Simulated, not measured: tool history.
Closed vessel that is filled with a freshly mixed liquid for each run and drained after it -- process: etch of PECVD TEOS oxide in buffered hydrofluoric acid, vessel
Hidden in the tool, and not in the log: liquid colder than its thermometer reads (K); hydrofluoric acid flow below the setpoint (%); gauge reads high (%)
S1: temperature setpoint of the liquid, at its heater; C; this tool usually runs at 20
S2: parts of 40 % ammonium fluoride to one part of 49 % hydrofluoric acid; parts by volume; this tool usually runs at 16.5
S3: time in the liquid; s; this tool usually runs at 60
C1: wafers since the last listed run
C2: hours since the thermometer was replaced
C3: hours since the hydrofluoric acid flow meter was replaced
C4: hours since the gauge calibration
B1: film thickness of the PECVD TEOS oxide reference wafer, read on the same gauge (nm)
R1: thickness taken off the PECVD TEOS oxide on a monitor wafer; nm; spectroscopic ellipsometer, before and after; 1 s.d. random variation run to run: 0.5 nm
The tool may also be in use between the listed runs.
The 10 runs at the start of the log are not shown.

run,hour,S1,S2,S3,C1,C2,C3,C4,B1,R1
11,292.5,20,15,60,1559,1751.3,2440,888,38.69,68.27
12,317,20,16.5,60,2915,1775.8,2464.5,912.5,38.69,62.91
13,334.5,20,16.5,60,2082,1793.3,2482,930,38.7,62.71
14,368.8,20,16.5,60,4082,1827.6,2516.3,964.3,38.69,61.59
15,399.6,24,14,30,3665,1858.4,2547.1,995.1,38.69,44.91
16,422.6,24,13.5,40,2737,1881.4,2570.1,1018.1,38.71,62.96
# hour 437.3: gauge calibrated
17,437.7,23,12,45,1797,1896.5,2585.2,0.4,39.78,77.17
18,462,21.5,16.5,60,2891,1920.8,2609.5,24.7,39.62,69.31
# hour 482.9: thermometer replaced
# hour 483.2: hydrofluoric acid flow meter replaced
19,493.1,24.5,16.5,45,3546,10.2,9.9,55.8,39.52,61.23

Expected results for the next run?
20,527.9,17,21.5,30,4141,45,44.7,90.6,?,?

B1: 39.37
R1: 21.09 nm
The same run, on a tool lacking any hidden state, would have yielded R1 21.41 nm.
